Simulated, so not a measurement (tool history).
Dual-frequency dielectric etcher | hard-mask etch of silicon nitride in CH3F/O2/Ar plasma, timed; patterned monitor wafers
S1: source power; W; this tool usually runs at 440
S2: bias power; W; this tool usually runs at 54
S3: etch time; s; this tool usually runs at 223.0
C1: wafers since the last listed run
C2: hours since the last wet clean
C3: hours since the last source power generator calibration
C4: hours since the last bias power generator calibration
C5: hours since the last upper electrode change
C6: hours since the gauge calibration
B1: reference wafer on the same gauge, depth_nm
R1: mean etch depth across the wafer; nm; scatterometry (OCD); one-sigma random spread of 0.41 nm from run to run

| run | hour | S1 | S2 | S3 | C1 | C2 | C3 | C4 | C5 | C6 | B1 | R1 |
|---|---|---|---|---|---|---|---|---|---|---|---|---|
| 1 | 0.0 | 440 | 50 | 223.0 | 0 | 285.7 | 1610.1 | 1867.3 | 2525.9 | 2133.4 | 158.9 | 133.9 |
| 2 | 59.1 | 440 | 54 | 223.0 | 382 | 344.8 | 1669.2 | 1926.4 | 2585.0 | 2192.5 | 159.1 | 136.9 |
| 3 | 123.7 | 440 | 54 | 223.0 | 418 | 409.4 | 1733.8 | 1991.0 | 2649.6 | 2257.1 | 158.8 | 136.7 |
| 4 | 195.2 | 440 | 59 | 223.0 | 462 | 480.9 | 1805.3 | 2062.5 | 2721.1 | 2328.6 | 159.0 | 140.0 |
| 5 | 229.9 | 440 | 49 | 223.0 | 224 | 515.6 | 1840.0 | 2097.2 | 2755.8 | 2363.3 | 159.1 | 133.9 |
|  | 256.0 | wet clean of the chamber |
| 6 | 271.4 | 380 | 54 | 181.0 | 113 | 15.4 | 1881.5 | 2138.7 | 2797.3 | 2404.8 | 159.0 | 106.5 |
| 7 | 341.0 | 380 | 54 | 181.0 | 450 | 85.0 | 1951.1 | 2208.3 | 2866.9 | 2474.4 | 159.0 | 106.5 |
|  | 401.1 | source power generator calibrated |
|  | 437.1 | gauge calibrated |
| 8 | 483.9 | 470 | 54 | 223.0 | 899 | 227.9 | 82.8 | 2351.2 | 3009.8 | 46.8 | 158.9 | 139.3 |
| 9 | 527.1 | 440 | 54 | 223.0 | 279 | 271.1 | 126.0 | 2394.4 | 3053.0 | 90.0 | 159.0 | 135.9 |
| 10 | 557.7 | 330 | 54 | 223.0 | 198 | 301.7 | 156.6 | 2425.0 | 3083.6 | 120.6 | 159.1 | 126.3 |
| 11 | 600.6 | 510 | 54 | 177.5 | 277 | 344.6 | 199.5 | 2467.9 | 3126.5 | 163.5 | 158.9 | 114.0 |
| 12 | 626.3 | 440 | 49 | 172.5 | 166 | 370.3 | 225.2 | 2493.6 | 3152.2 | 189.2 | 159.0 | 102.7 |
| 13 | 696.5 | 400 | 54 | 223.0 | 454 | 440.5 | 295.4 | 2563.8 | 3222.4 | 259.4 | 159.0 | 132.9 |
| 14 | 760.5 | 440 | 54 | 223.0 | 414 | 504.5 | 359.4 | 2627.8 | 3286.4 | 323.4 | 158.9 | 137.2 |
| 15 | 787.3 | 440 | 59 | 223.0 | 173 | 531.3 | 386.2 | 2654.6 | 3313.2 | 350.2 | 159.0 | 140.6 |
| 16 | 819.1 | 440 | 54 | 223.0 | 205 | 563.1 | 418.0 | 2686.4 | 3345.0 | 382.0 | 159.0 | 136.1 |
| 17 | 845.7 | 440 | 62 | 223.0 | 172 | 589.7 | 444.6 | 2713.0 | 3371.6 | 408.6 | 159.0 | 142.5 |
|  | 888.7 | upper electrode replaced |
|  | 889.7 | wet clean of the chamber |
| 18 | 902.8 | 370 | 58 | 193.0 | 207 | 13.1 | 501.7 | 2770.1 | 14.1 | 465.7 | 158.9 | 114.9 |
|  | 946.0 | bias power generator calibrated |
| 19 | 971.7 | 440 | 54 | 223.0 | 420 | 82.0 | 570.6 | 25.7 | 83.0 | 534.6 | 159.0 | 136.8 |
| 20 | 1042.0 | 370 | 61 | 223.0 | 455 | 152.3 | 640.9 | 96.0 | 153.3 | 604.9 | 159.1 | 135.1 |
| 21 | 1101.7 | 440 | 54 | 223.0 | 386 | 212.0 | 700.6 | 155.7 | 213.0 | 664.6 | 158.9 | 136.6 |
| 22 | 1136.5 | 390 | 61 | 223.0 | 225 | 246.8 | 735.4 | 190.5 | 247.8 | 699.4 | 159.0 | 136.8 |
| 23 | 1186.3 | 410 | 54 | 194.0 | 322 | 296.6 | 785.2 | 240.3 | 297.6 | 749.2 | 159.0 | 116.6 |
| 24 | 1211.2 | 440 | 62 | 245.5 | 161 | 321.5 | 810.1 | 265.2 | 322.5 | 774.1 | 159.0 | 156.3 |
| 25 | 1239.6 | 440 | 49 | 181.0 | 183 | 349.9 | 838.5 | 293.6 | 350.9 | 802.5 | 159.0 | 108.2 |
| 26 | 1271.8 | 440 | 54 | 223.0 | 208 | 382.1 | 870.7 | 325.8 | 383.1 | 834.7 | 158.9 | 136.1 |
| 27 | 1295.8 | 380 | 54 | 181.0 | 155 | 406.1 | 894.7 | 349.8 | 407.1 | 858.7 | 158.9 | 106.4 |
| 28 | 1346.4 | 520 | 41 | 189.5 | 327 | 456.7 | 945.3 | 400.4 | 457.7 | 909.3 | 159.0 | 112.9 |
| 29 | 1401.7 | 530 | 54 | 166.0 | 358 | 512.0 | 1000.6 | 455.7 | 513.0 | 964.6 | 159.0 | 106.9 |
| 30 | 1453.5 | 440 | 54 | 223.0 | 335 | 563.8 | 1052.4 | 507.5 | 564.8 | 1016.4 | 159.0 | 136.8 |
| 31 | 1497.3 | 440 | 54 | 195.5 | 283 | 607.6 | 1096.2 | 551.3 | 608.6 | 1060.2 | 159.1 | 119.7 |

Below are 3 alternative next runs, each starting from the tool's condition after run 31. Predict each:
| A | 1497.8 | 440 | 64 | 223.0 | 3 | 608.1 | 1096.7 | 551.8 | 609.1 | 1060.7 | ? | ? |
| B | 1497.8 | 480 | 61 | 205.5 | 3 | 608.1 | 1096.7 | 551.8 | 609.1 | 1060.7 | ? | ? |
| C | 1497.8 | 440 | 54 | 287.0 | 3 | 608.1 | 1096.7 | 551.8 | 609.1 | 1060.7 | ? | ? |

| run | B1 | R1 |
|---|---|---|
| A | 159.0 | 144.3 |
| B | 159.0 | 134.5 |
| C | 159.0 | 176.8 |
Stripped of hidden state, with their random variation kept, the same runs would have yielded:
| run | R1 |
|---|---|
| A | 144.3 |
| B | 134.5 |
| C | 176.8 |
